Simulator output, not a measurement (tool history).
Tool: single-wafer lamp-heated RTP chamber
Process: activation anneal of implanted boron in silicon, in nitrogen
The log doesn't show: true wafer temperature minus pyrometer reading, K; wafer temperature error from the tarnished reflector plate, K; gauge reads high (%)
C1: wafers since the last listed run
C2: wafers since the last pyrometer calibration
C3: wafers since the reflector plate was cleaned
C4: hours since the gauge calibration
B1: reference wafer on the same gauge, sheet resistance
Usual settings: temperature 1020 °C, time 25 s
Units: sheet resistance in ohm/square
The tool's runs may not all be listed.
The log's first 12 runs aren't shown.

{"run": 13, "hour": 307.2, "temperature": 1000, "time": 25, "C1": 417, "C2": 5333, "C3": 7058, "C4": 460, "B1": 103.98, "sheet resistance": 109.65}
{"run": 14, "hour": 340.9, "temperature": 1039, "time": 34, "C1": 435, "C2": 5768, "C3": 7493, "C4": 493.7, "B1": 103.99, "sheet resistance": 105.71}
{"run": 15, "hour": 373.9, "temperature": 1039, "time": 34, "C1": 426, "C2": 6195, "C3": 7920, "C4": 526.7, "B1": 103.97, "sheet resistance": 105.68}
{"run": 16, "hour": 429.9, "temperature": 1033, "time": 14, "C1": 723, "C2": 6919, "C3": 8644, "C4": 582.7, "B1": 103.99, "sheet resistance": 106.73}
{"hour": 453.1, "done": "pyrometer window cleaned and pyrometer calibrated"}
{"run": 17, "hour": 465.6, "temperature": 1020, "time": 25, "C1": 358, "C2": 162, "C3": 9002, "C4": 618.4, "B1": 104, "sheet resistance": 107.17}
{"run": 18, "hour": 486.8, "temperature": 1005, "time": 29, "C1": 274, "C2": 436, "C3": 9276, "C4": 639.6, "B1": 104.02, "sheet resistance": 108.39}
{"hour": 509.5, "done": "reflector plate cleaned"}
{"run": 19, "hour": 510.0, "temperature": 1020, "time": 12, "C1": 196, "C2": 632, "C3": 5, "C4": 662.8, "B1": 104, "sheet resistance": 107.1}
{"run": 20, "hour": 532.7, "temperature": 1035, "time": 34, "C1": 293, "C2": 926, "C3": 299, "C4": 685.5, "B1": 104.01, "sheet resistance": 105.42}
{"run": 21, "hour": 545.9, "temperature": 1042, "time": 39, "C1": 170, "C2": 1096, "C3": 469, "C4": 698.7, "B1": 104, "sheet resistance": 105.13}
{"run": 22, "hour": 565.6, "temperature": 1020, "time": 35, "C1": 254, "C2": 1351, "C3": 724, "C4": 718.4, "B1": 104.02, "sheet resistance": 106.29}
{"run": 23, "hour": 584.1, "temperature": 1046, "time": 12, "C1": 239, "C2": 1590, "C3": 963, "C4": 736.9, "B1": 104, "sheet resistance": 106.43}
{"run": 24, "hour": 612.1, "temperature": 1046, "time": 25, "C1": 361, "C2": 1952, "C3": 1325, "C4": 764.9, "B1": 104, "sheet resistance": 105.3}
{"run": 25, "hour": 647.9, "temperature": 1028, "time": 37, "C1": 462, "C2": 2415, "C3": 1788, "C4": 800.7, "B1": 103.99, "sheet resistance": 105.62}
{"run": 26, "hour": 666.9, "temperature": 1020, "time": 25, "C1": 245, "C2": 2660, "C3": 2034, "C4": 819.7, "B1": 104.02, "sheet resistance": 106.75}
{"hour": 668.3, "done": "gauge calibrated"}
{"run": 27, "hour": 681.5, "temperature": 1030, "time": 17, "C1": 188, "C2": 2849, "C3": 2222, "C4": 13.2, "B1": 103.98, "sheet resistance": 106.62}
{"run": 28, "hour": 696.0, "temperature": 1020, "time": 25, "C1": 187, "C2": 3036, "C3": 2410, "C4": 27.7, "B1": 103.99, "sheet resistance": 106.49}
{"hour": 731.7, "done": "reflector plate cleaned, repeated, since the last time left the tool worse"}
{"run": 29, "hour": 732.2, "temperature": 1020, "time": 35, "C1": 364, "C2": 3401, "C3": 7, "C4": 63.9, "B1": 104, "sheet resistance": 107.12}
{"run": 30, "hour": 764.7, "temperature": 1046, "time": 30, "C1": 420, "C2": 3821, "C3": 427, "C4": 96.4, "B1": 104.01, "sheet resistance": 105.64}
{"run": 31, "hour": 790.0, "temperature": 1020, "time": 25, "C1": 327, "C2": 4148, "C3": 754, "C4": 121.7, "B1": 104, "sheet resistance": 107.41}
{"run": 32, "hour": 819.5, "temperature": 1020, "time": 25, "C1": 381, "C2": 4530, "C3": 1135, "C4": 151.2, "B1": 104, "sheet resistance": 107.29}
{"run": 33, "hour": 835.6, "temperature": 996, "time": 30, "C1": 208, "C2": 4738, "C3": 1343, "C4": 167.3, "B1": 103.99, "sheet resistance": 110.63}
{"run": 34, "hour": 854.3, "temperature": 1039, "time": 13, "C1": 241, "C2": 4979, "C3": 1585, "C4": 186, "B1": 104.02, "sheet resistance": 106.7}
{"run": 35, "hour": 876.8, "temperature": 1010, "time": 29, "C1": 290, "C2": 5270, "C3": 1876, "C4": 208.5, "B1": 103.97, "sheet resistance": 107.78}
{"run": 36, "hour": 909.9, "temperature": 1032, "time": 30, "C1": 427, "C2": 5698, "C3": 2304, "C4": 241.6, "B1": 104, "sheet resistance": 106.49}

3 ways to go on from here, each from the tool as it stands after run 36. What would each give?
{"run": "A", "hour": 910.3, "temperature": 1020, "time": 25, "C1": 5, "C2": 5703, "C3": 2309, "C4": 242, "B1": "?", "sheet resistance": "?"}
{"run": "B", "hour": 910.3, "temperature": 992, "time": 38, "C1": 5, "C2": 5703, "C3": 2309, "C4": 242, "B1": "?", "sheet resistance": "?"}
{"run": "C", "hour": 910.3, "temperature": 1028, "time": 31, "C1": 5, "C2": 5703, "C3": 2309, "C4": 242, "B1": "?", "sheet resistance": "?"}

run=A B1=104 sheet_resistance=107.06
run=B B1=104 sheet_resistance=110.8
run=C B1=104 sheet_resistance=106.27
Without the tool's hidden state the same runs would have given:
run=A sheet_resistance=107.08
run=B sheet_resistance=110.88
run=C sheet_resistance=106.29

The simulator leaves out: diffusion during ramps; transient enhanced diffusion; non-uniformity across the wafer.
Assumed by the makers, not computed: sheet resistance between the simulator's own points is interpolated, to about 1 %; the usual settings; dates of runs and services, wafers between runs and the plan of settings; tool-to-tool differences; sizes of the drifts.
